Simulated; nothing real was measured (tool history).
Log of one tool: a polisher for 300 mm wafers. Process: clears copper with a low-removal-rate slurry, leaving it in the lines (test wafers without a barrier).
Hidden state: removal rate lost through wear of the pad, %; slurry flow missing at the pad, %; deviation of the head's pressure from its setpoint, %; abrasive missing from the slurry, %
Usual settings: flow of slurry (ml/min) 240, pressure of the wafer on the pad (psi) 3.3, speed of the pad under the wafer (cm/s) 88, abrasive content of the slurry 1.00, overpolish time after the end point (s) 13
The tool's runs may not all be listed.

| run | hour | flow of slurry (ml/min) | pressure of the wafer on the pad (psi) | speed of the pad under the wafer (cm/s) | abrasive content of the slurry | overpolish time after the end point (s) | wafers since the last listed run | wafers polished on this pad | hours since the slurry nozzle was cleaned | hours since the head pressure was calibrated | hours since the slurry blender was calibrated | incoming thickness of the incoming film, nm | time until the end point was called (s) | dishing of a wide line in a test structure (nm) |
|---|---|---|---|---|---|---|---|---|---|---|---|---|---|---|
| 1 | 0.0 | 240 | 3.3 | 76 | 1.00 | 13 | 0 | 95 | 122.0 | 324.9 | 150.4 | 336.9 | 143.0 | 24.3 |
| 2 | 56.6 | 240 | 3.3 | 88 | 1.00 | 13 | 493 | 588 | 178.6 | 381.5 | 207.0 | 335.4 | 130.5 | 26.4 |
| 3 | 86.7 | 240 | 3.3 | 88 | 1.00 | 13 | 262 | 851 | 208.7 | 411.6 | 237.1 | 343.8 | 135.6 | 25.7 |
| 4 | 160.9 | 240 | 3.3 | 88 | 1.00 | 13 | 646 | 1497 | 282.9 | 485.8 | 311.3 | 344.2 | 139.9 | 25.2 |
|  | 165.8 | slurry blender recalibrated |
| 5 | 306.7 | 240 | 3.3 | 88 | 1.00 | 13 | 1253 | 2751 | 428.7 | 631.6 | 140.9 | 334.2 | 141.0 | 24.7 |
|  | 318.6 | worn pad replaced by a new one |
| 6 | 430.9 | 240 | 3.3 | 88 | 1.00 | 13 | 1047 | 979 | 552.9 | 755.8 | 265.1 | 341.0 | 134.3 | 25.6 |
|  | 436.0 | slurry nozzle cleaned |
|  | 443.9 | slurry blender recalibrated |
| 7 | 486.6 | 240 | 3.3 | 88 | 1.15 | 13 | 459 | 1438 | 50.6 | 811.5 | 42.7 | 343.9 | 135.0 | 26.2 |
| 8 | 517.5 | 240 | 3.3 | 88 | 1.15 | 13 | 269 | 1707 | 81.5 | 842.4 | 73.6 | 335.2 | 136.0 | 25.2 |
| 9 | 562.4 | 240 | 3.3 | 88 | 1.00 | 13 | 391 | 2099 | 126.4 | 887.3 | 118.5 | 339.1 | 139.3 | 24.6 |
| 10 | 629.0 | 240 | 3.3 | 88 | 1.00 | 13 | 580 | 2679 | 193.0 | 953.9 | 185.1 | 343.6 | 147.6 | 24.3 |
|  | 660.2 | worn pad replaced by a new one, of another model than before |
| 11 | 675.5 | 240 | 3.3 | 88 | 1.00 | 13 | 370 | 133 | 239.5 | 1000.4 | 231.6 | 338.6 | 128.8 | 27.3 |
| 12 | 716.0 | 240 | 2.6 | 88 | 0.85 | 13 | 352 | 486 | 280.0 | 1040.9 | 272.1 | 334.6 | 155.1 | 22.4 |
| 13 | 756.8 | 240 | 3.3 | 76 | 1.00 | 13 | 355 | 841 | 320.8 | 1081.7 | 312.9 | 340.0 | 158.4 | 22.3 |
|  | 760.5 | slurry blender recalibrated |
|  | 782.8 | head pressure recalibrated |
| 14 | 858.1 | 280 | 2.9 | 104 | 1.00 | 13 | 848 | 1689 | 422.1 | 75.3 | 97.6 | 338.5 | 123.1 | 27.2 |
| 15 | 897.0 | 240 | 3.3 | 102 | 1.00 | 13 | 339 | 2028 | 461.0 | 114.2 | 136.5 | 337.1 | 120.0 | 27.6 |
| 16 | 929.9 | 310 | 2.2 | 88 | 1.15 | 13 | 286 | 2315 | 493.9 | 147.1 | 169.4 | 341.1 | 162.6 | 21.3 |
| 17 | 960.6 | 240 | 2.7 | 98 | 1.25 | 6 | 267 | 2583 | 524.6 | 177.8 | 200.1 | 347.6 | 138.1 | 12.5 |
|  | 962.7 | slurry nozzle cleaned |
|  | 1024.2 | worn pad replaced by a new one |
| 18 | 1028.0 | 240 | 3.3 | 88 | 1.00 | 13 | 543 | 33 | 65.3 | 245.2 | 267.5 | 342.5 | 126.2 | 28.0 |
|  | 1040.8 | slurry blender recalibrated |
| 19 | 1092.0 | 205 | 3.3 | 112 | 1.15 | 9 | 540 | 573 | 129.3 | 309.2 | 51.2 | 340.6 | 102.2 | 23.2 |
| 20 | 1162.2 | 240 | 3.3 | 88 | 1.00 | 13 | 611 | 1185 | 199.5 | 379.4 | 121.4 | 339.6 | 138.2 | 25.4 |
| 21 | 1187.4 | 240 | 3.6 | 88 | 1.00 | 13 | 219 | 1404 | 224.7 | 404.6 | 146.6 | 337.0 | 126.2 | 26.6 |
| 22 | 1233.1 | 280 | 3.3 | 100 | 1.00 | 13 | 398 | 1803 | 270.4 | 450.3 | 192.3 | 344.4 | 119.6 | 28.1 |
| 23 | 1289.7 | 240 | 3.3 | 88 | 1.00 | 13 | 493 | 2296 | 327.0 | 506.9 | 248.9 | 343.1 | 140.1 | 24.8 |
| 24 | 1330.9 | 240 | 3.3 | 88 | 1.15 | 13 | 359 | 2655 | 368.2 | 548.1 | 290.1 | 344.9 | 136.2 | 25.9 |
|  | 1374.0 | slurry blender recalibrated |
|  | 1380.7 | worn pad replaced by a new one |
| 25 | 1401.1 | 290 | 2.9 | 88 | 1.10 | 13 | 559 | 177 | 438.4 | 618.3 | 27.1 | 339.8 | 134.1 | 26.3 |
| 26 | 1461.9 | 270 | 3.3 | 60 | 1.25 | 13 | 529 | 707 | 499.2 | 679.1 | 87.9 | 340.6 | 189.1 | 19.4 |
| 27 | 1513.1 | 300 | 3.3 | 88 | 1.00 | 13 | 446 | 1153 | 550.4 | 730.3 | 139.1 | 337.1 | 132.3 | 25.8 |

5 ways to go on from here, each from the tool as it stands after run 27. What would each give?
| A | 1513.6 | 240 | 3.3 | 88 | 1.00 | 13 | 4 | 1157 | 550.9 | 730.8 | 139.6 | 341.5 | ? | ? |
| B | 1513.6 | 240 | 2.4 | 104 | 0.80 | 7 | 4 | 1157 | 550.9 | 730.8 | 139.6 | 341.5 | ? | ? |
| C | 1513.6 | 175 | 2.2 | 88 | 1.00 | 13 | 4 | 1157 | 550.9 | 730.8 | 139.6 | 341.5 | ? | ? |
| D | 1513.6 | 265 | 3.3 | 88 | 1.00 | 13 | 4 | 1157 | 550.9 | 730.8 | 139.6 | 341.5 | ? | ? |
| E | 1513.6 | 240 | 2.5 | 102 | 1.00 | 13 | 4 | 1157 | 550.9 | 730.8 | 139.6 | 341.5 | ? | ? |

| run | time until the end point was called (s) | dishing of a wide line in a test structure (nm) |
|---|---|---|
| A | 138.2 | 25.7 |
| B | 146.5 | 13.5 |
| C | 188.8 | 19.1 |
| D | 136.0 | 26.1 |
| E | 139.4 | 25.4 |
Without the tool's hidden state the same runs would have given:
| run | time until the end point was called (s) | dishing of a wide line in a test structure (nm) |
|---|---|---|
| A | 123.2 | 28.5 |
| B | 130.5 | 15.1 |
| C | 168.3 | 21.2 |
| D | 121.2 | 29.0 |
| E | 124.3 | 28.2 |
